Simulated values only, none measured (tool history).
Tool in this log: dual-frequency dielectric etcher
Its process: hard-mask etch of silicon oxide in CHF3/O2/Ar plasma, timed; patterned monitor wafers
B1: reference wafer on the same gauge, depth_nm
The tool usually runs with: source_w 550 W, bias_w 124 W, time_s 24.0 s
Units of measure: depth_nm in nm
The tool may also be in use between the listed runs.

{"run": 1, "day": 0.0, "source_w": 550, "bias_w": 124, "time_s": 27.5, "B1": 46.57, "depth_nm": 45.04}
{"run": 2, "day": 3.612, "source_w": 550, "bias_w": 124, "time_s": 27.5, "B1": 46.62, "depth_nm": 44.71}
{"day": 4.954, "done": "upper electrode replaced"}
{"run": 3, "day": 4.971, "source_w": 550, "bias_w": 99, "time_s": 25.5, "B1": 46.62, "depth_nm": 38.68}
{"run": 4, "day": 6.317, "source_w": 550, "bias_w": 124, "time_s": 24.0, "B1": 46.65, "depth_nm": 38.83}
{"day": 6.721, "done": "bias power generator calibrated"}
{"day": 8.188, "done": "source power generator calibrated"}
{"run": 5, "day": 8.754, "source_w": 550, "bias_w": 124, "time_s": 24.0, "B1": 46.61, "depth_nm": 38.58}
{"run": 6, "day": 12.833, "source_w": 550, "bias_w": 124, "time_s": 24.0, "B1": 46.64, "depth_nm": 38.28}
{"run": 7, "day": 13.979, "source_w": 550, "bias_w": 124, "time_s": 24.0, "B1": 46.57, "depth_nm": 38.34}
{"run": 8, "day": 15.096, "source_w": 550, "bias_w": 124, "time_s": 24.0, "B1": 46.53, "depth_nm": 38.12}
{"run": 9, "day": 15.85, "source_w": 550, "bias_w": 124, "time_s": 24.0, "B1": 46.56, "depth_nm": 38.18}
{"day": 17.658, "done": "wet clean of the chamber"}
{"run": 10, "day": 17.679, "source_w": 550, "bias_w": 124, "time_s": 24.0, "B1": 46.6, "depth_nm": 39.6}
{"run": 11, "day": 17.929, "source_w": 630, "bias_w": 111, "time_s": 22.0, "B1": 46.57, "depth_nm": 36.9}
{"run": 12, "day": 19.292, "source_w": 500, "bias_w": 124, "time_s": 19.5, "B1": 46.61, "depth_nm": 30.63}
{"run": 13, "day": 20.354, "source_w": 550, "bias_w": 133, "time_s": 24.0, "B1": 46.64, "depth_nm": 40.18}
{"run": 14, "day": 21.558, "source_w": 550, "bias_w": 124, "time_s": 24.0, "B1": 46.58, "depth_nm": 38.87}
{"run": 15, "day": 22.683, "source_w": 550, "bias_w": 124, "time_s": 24.0, "B1": 46.59, "depth_nm": 39.2}
{"run": 16, "day": 23.471, "source_w": 550, "bias_w": 124, "time_s": 24.0, "B1": 46.52, "depth_nm": 39.0}
{"run": 17, "day": 24.167, "source_w": 550, "bias_w": 124, "time_s": 24.0, "B1": 46.63, "depth_nm": 38.8}
{"run": 18, "day": 25.175, "source_w": 590, "bias_w": 98, "time_s": 30.5, "B1": 46.56, "depth_nm": 47.39}
{"run": 19, "day": 26.421, "source_w": 630, "bias_w": 144, "time_s": 17.0, "B1": 46.58, "depth_nm": 30.3}
{"day": 26.988, "done": "gauge calibrated"}
{"run": 20, "day": 27.754, "source_w": 550, "bias_w": 124, "time_s": 24.0, "B1": 46.57, "depth_nm": 38.75}
{"run": 21, "day": 29.246, "source_w": 470, "bias_w": 107, "time_s": 24.0, "B1": 46.56, "depth_nm": 34.77}
{"run": 22, "day": 29.992, "source_w": 550, "bias_w": 148, "time_s": 18.5, "B1": 46.57, "depth_nm": 31.2}
{"run": 23, "day": 31.183, "source_w": 450, "bias_w": 124, "time_s": 17.0, "B1": 46.63, "depth_nm": 25.08}
{"day": 32.742, "done": "wet clean of the chamber"}
{"run": 24, "day": 32.762, "source_w": 660, "bias_w": 124, "time_s": 24.0, "B1": 46.56, "depth_nm": 42.17}
{"run": 25, "day": 33.379, "source_w": 590, "bias_w": 147, "time_s": 29.0, "B1": 46.62, "depth_nm": 51.36}
{"run": 26, "day": 34.454, "source_w": 550, "bias_w": 94, "time_s": 24.0, "B1": 46.58, "depth_nm": 36.05}
{"run": 27, "day": 35.025, "source_w": 630, "bias_w": 124, "time_s": 24.0, "B1": 46.57, "depth_nm": 41.43}
{"run": 28, "day": 36.521, "source_w": 640, "bias_w": 102, "time_s": 26.0, "B1": 46.58, "depth_nm": 42.51}
{"run": 29, "day": 37.525, "source_w": 460, "bias_w": 151, "time_s": 26.5, "B1": 46.6, "depth_nm": 42.41}
{"run": 30, "day": 39.612, "source_w": 550, "bias_w": 124, "time_s": 24.0, "B1": 46.59, "depth_nm": 38.64}
{"run": 31, "day": 40.488, "source_w": 490, "bias_w": 112, "time_s": 18.5, "B1": 46.61, "depth_nm": 27.51}

What would each run have given without the hidden state, its run-to-run variation left as it was?
Unlogged tool condition in this case: etch rate over this chamber's usual, %; source power that arrives over what is set, %; bias power that arrives over what is set, %; gauge reads high (%).
run=1 depth_nm=45.08
run=2 depth_nm=45.04
run=3 depth_nm=39.06
run=4 depth_nm=39.30
run=5 depth_nm=39.23
run=6 depth_nm=39.21
run=7 depth_nm=39.35
run=8 depth_nm=39.20
run=9 depth_nm=39.31
run=10 depth_nm=39.52
run=11 depth_nm=36.85
run=12 depth_nm=30.66
run=13 depth_nm=40.29
run=14 depth_nm=39.06
run=15 depth_nm=39.47
run=16 depth_nm=39.32
run=17 depth_nm=39.18
run=18 depth_nm=47.93
run=19 depth_nm=30.72
run=20 depth_nm=39.37
run=21 depth_nm=35.42
run=22 depth_nm=31.83
run=23 depth_nm=25.64
run=24 depth_nm=42.22
run=25 depth_nm=51.48
run=26 depth_nm=36.20
run=27 depth_nm=41.64
run=28 depth_nm=42.84
run=29 depth_nm=42.82
run=30 depth_nm=39.16
run=31 depth_nm=27.93

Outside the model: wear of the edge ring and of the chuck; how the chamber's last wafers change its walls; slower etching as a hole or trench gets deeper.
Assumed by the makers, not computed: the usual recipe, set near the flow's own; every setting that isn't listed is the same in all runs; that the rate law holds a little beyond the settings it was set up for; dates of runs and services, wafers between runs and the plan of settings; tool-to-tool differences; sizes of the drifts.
